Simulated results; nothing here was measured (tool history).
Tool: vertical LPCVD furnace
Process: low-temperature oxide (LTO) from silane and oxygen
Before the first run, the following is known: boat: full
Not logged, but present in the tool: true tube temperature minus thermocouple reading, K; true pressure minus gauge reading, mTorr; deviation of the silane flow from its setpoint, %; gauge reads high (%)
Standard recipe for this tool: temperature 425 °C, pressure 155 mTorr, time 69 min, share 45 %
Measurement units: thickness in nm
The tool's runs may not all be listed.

run   hour  temperature  pressure  time  share  wafers since the last listed run  hours since the last temperature calibration  hours since the pressure gauge was zeroed  hours since the silane flow controller was replaced  hours since the gauge calibration  read-back reference wafer on the same gauge, thickness  thickness
  1      0          425       155  49.5     45                                 0                                        3014.5                                     4362.1                                               4341.9                               33.2                                                  694.28     469.06
  2   20.2          425       155    69     45                               284                                        3034.7                                     4382.3                                               4362.1                               53.4                                                  694.93     656.94
  3   38.3          425       155    69     45                               255                                        3052.8                                     4400.4                                               4380.2                               71.5                                                  694.85     651.54
  4   57.1          425       155    69     45                               265                                        3071.6                                     4419.2                                                 4399                               90.3                                                  695.84     654.31
  5   79.3          425       155    69     49                               312                                        3093.8                                     4441.4                                               4421.2                              112.5                                                  695.51      704.8
  6   93.8          425       155    69     49                               204                                        3108.3                                     4455.9                                               4435.7                                127                                                  695.78     708.57
  7  103.3          425       155    69     49                               133                                        3117.8                                     4465.4                                               4445.2                              136.5                                                  695.45     704.01
  8  125.3          425       155    53     45                               310                                        3139.8                                     4487.4                                               4467.2                              158.5                                                   693.6     498.96
  9  134.5          425       155    53     45                               129                                          3149                                     4496.6                                               4476.4                              167.7                                                  694.86     500.22
     174.7  -- thermocouples replaced and temperature profile calibrated
     185.5  -- silane flow controller replaced
 10    186          425       155    69     45                               236                                          11.3                                     4548.1                                                  0.5                              219.2                                                  694.67     657.58
 11  191.4          425       165    69     45                                76                                          16.7                                     4553.5                                                  5.9                              224.6                                                  694.46     700.57
 12  196.9          425       155    69     45                                77                                          22.2                                       4559                                                 11.4                              230.1                                                  693.97      647.6
 13  207.8          425       155    69     45                               153                                          33.1                                     4569.9                                                 22.3                                241                                                  695.56     652.78
     222.7  -- gauge calibrated
 14  224.5          431       130    95     37                               235                                          49.8                                     4586.6                                                   39                                1.8                                                  694.02     650.29
 15  246.2          419       125  91.5     50                               305                                          71.5                                     4608.3                                                 60.7                               23.5                                                  693.81     725.01
 16  267.1          420       180    69     48                               294                                          92.4                                     4629.2                                                 81.6                               44.4                                                  694.82     759.66
 17  282.9          434       185    69     45                               222                                         108.2                                       4645                                                 97.4                               60.2                                                  694.73     845.89
 18  297.8          425       155    69     50                               210                                         123.1                                     4659.9                                                112.3                               75.1                                                  695.38     713.23
 19    311          417       180  86.5     48                               186                                         136.3                                     4673.1                                                125.5                               88.3                                                  695.32     931.18
     340.9  -- pressure gauge zeroed
 20  341.4          436       180    69     49                                90                                         166.7                                        0.5                                                155.9                              118.7                                                   694.7      901.3
 21  382.8          420       180    69     48                               583                                         208.1                                       41.9                                                197.3                              160.1                                                  694.32     762.04
 22  415.7          425       155    69     45                               463                                           241                                       74.8                                                230.2                                193                                                  695.37     652.34
 23  438.2          434       170    94     50                               317                                         263.5                                       97.3                                                252.7                              215.5                                                  694.49    1150.74
 24  468.2          433       170    88     40                               422                                         293.5                                      127.3                                                282.7                              245.5                                                  694.82     871.21
     485.8  -- gauge calibrated
 25  486.3          421       155    69     45                               255                                         311.6                                      145.4                                                300.8                                0.5                                                  695.85     628.24
 26  494.2          425       155    69     45                               111                                         319.5                                      153.3                                                308.7                                8.4                                                  696.67     655.58
 27  507.1          425       155    69     42                               181                                         332.4                                      166.2                                                321.6                               21.3                                                  695.22     610.47

3 options for the next run, each taken on its own from the tool as it stands now. Forecast them:
  A  512.6          425       155    69     45                                77                                         337.9                                      171.7                                                327.1                               26.8                                                       ?          ?
  B  512.6          413       155    69     45                                77                                         337.9                                      171.7                                                327.1                               26.8                                                       ?          ?
  C  512.6          414       145    69     45                                77                                         337.9                                      171.7                                                327.1                               26.8                                                       ?          ?

run  read-back reference wafer on the same gauge, thickness  thickness
  A                                                  695.59     652.92
  B                                                  695.59     580.22
  C                                                  695.59     548.27
Without the tool's unlogged condition, the same runs would have read:
run  thickness
  A     652.92
  B     580.22
  C     548.27
